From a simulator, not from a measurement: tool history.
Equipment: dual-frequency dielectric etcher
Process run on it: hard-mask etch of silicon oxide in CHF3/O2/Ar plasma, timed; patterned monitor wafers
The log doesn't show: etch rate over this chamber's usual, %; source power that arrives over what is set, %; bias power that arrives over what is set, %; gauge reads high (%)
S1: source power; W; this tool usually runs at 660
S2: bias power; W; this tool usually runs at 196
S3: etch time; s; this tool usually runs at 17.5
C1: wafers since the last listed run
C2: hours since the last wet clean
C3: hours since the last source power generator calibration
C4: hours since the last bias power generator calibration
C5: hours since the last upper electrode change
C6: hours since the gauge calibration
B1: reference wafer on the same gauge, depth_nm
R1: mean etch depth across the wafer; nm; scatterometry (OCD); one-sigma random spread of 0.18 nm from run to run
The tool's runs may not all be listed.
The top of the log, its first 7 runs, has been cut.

run,hour,S1,S2,S3,C1,C2,C3,C4,C5,C6,B1,R1
8,149.4,560,196,17.5,246,319.6,1872.7,1482.9,5044.2,451,42.75,37
9,167.3,560,196,17.5,175,337.5,1890.6,1500.8,5062.1,468.9,42.67,36.88
# hour 196.7: wet clean of the chamber
10,197.2,660,196,17.5,57,0.5,1920.5,1530.7,5092,498.8,42.68,39
11,230.8,660,196,17.5,329,34.1,1954.1,1564.3,5125.6,532.4,42.67,38.96
12,252.8,770,196,17.5,215,56.1,1976.1,1586.3,5147.6,554.4,42.69,41.29
13,280.2,770,196,17.5,268,83.5,2003.5,1613.7,5175,581.8,42.76,41.19
14,296.6,770,196,17.5,160,99.9,2019.9,1630.1,5191.4,598.2,42.69,41.19
15,317.2,660,181,17.5,201,120.5,2040.5,1650.7,5212,618.8,42.67,38.18
# hour 327.5: source power generator calibrated
# hour 331.4: gauge calibrated
16,349.7,660,196,13,279,153,22.2,1683.2,5244.5,18.3,42.73,28.98
# hour 385.9: bias power generator calibrated
17,397,560,169,15.5,424,200.3,69.5,11.1,5291.8,65.6,42.74,31.66
# hour 431: upper electrode replaced
18,431.5,730,196,14,102,234.8,104,45.6,0.5,100.1,42.72,32.27
19,431.8,660,196,17.5,2,235.1,104.3,45.9,0.8,100.4,42.66,38.92
20,450.2,660,196,17.5,180,253.5,122.7,64.3,19.2,118.8,42.73,38.83
21,476.5,760,196,17.5,257,279.8,149,90.6,45.5,145.1,42.7,40.99
22,509.2,790,221,13,320,312.5,181.7,123.3,78.2,177.8,42.69,31.79
# hour 559.3: wet clean of the chamber
23,559.8,600,169,22,260,0.5,232.3,173.9,128.8,228.4,42.7,45.65
24,573.4,660,213,17.5,133,14.1,245.9,187.5,142.4,242,42.74,39.93
25,601,560,196,17.5,270,41.7,273.5,215.1,170,269.6,42.72,37.08
26,626.7,770,196,22,251,67.4,299.2,240.8,195.7,295.3,42.78,51.29
27,646.6,660,196,17.5,195,87.3,319.1,260.7,215.6,315.2,42.64,38.94
28,678.8,620,196,21.5,315,119.5,351.3,292.9,247.8,347.4,42.68,46.75
29,693.9,660,236,17.5,147,134.6,366.4,308,262.9,362.5,42.79,41.09
30,726.3,560,152,17.5,317,167,398.8,340.4,295.3,394.9,42.65,34.78

Alternative continuations, all from the tool just after run 30; predict every row:
A,726.7,660,196,17.5,3,167.4,399.2,340.8,295.7,395.3,?,?
B,726.7,520,196,17.5,3,167.4,399.2,340.8,295.7,395.3,?,?
C,726.7,700,196,20,3,167.4,399.2,340.8,295.7,395.3,?,?
D,726.7,560,228,20,3,167.4,399.2,340.8,295.7,395.3,?,?

run,B1,R1
A,42.75,39.02
B,42.75,36.15
C,42.75,45.47
D,42.75,44.08
Stripped of hidden state, with their random variation kept, the same runs would have yielded:
run,R1
A,39.02
B,36.15
C,45.47
D,44.08
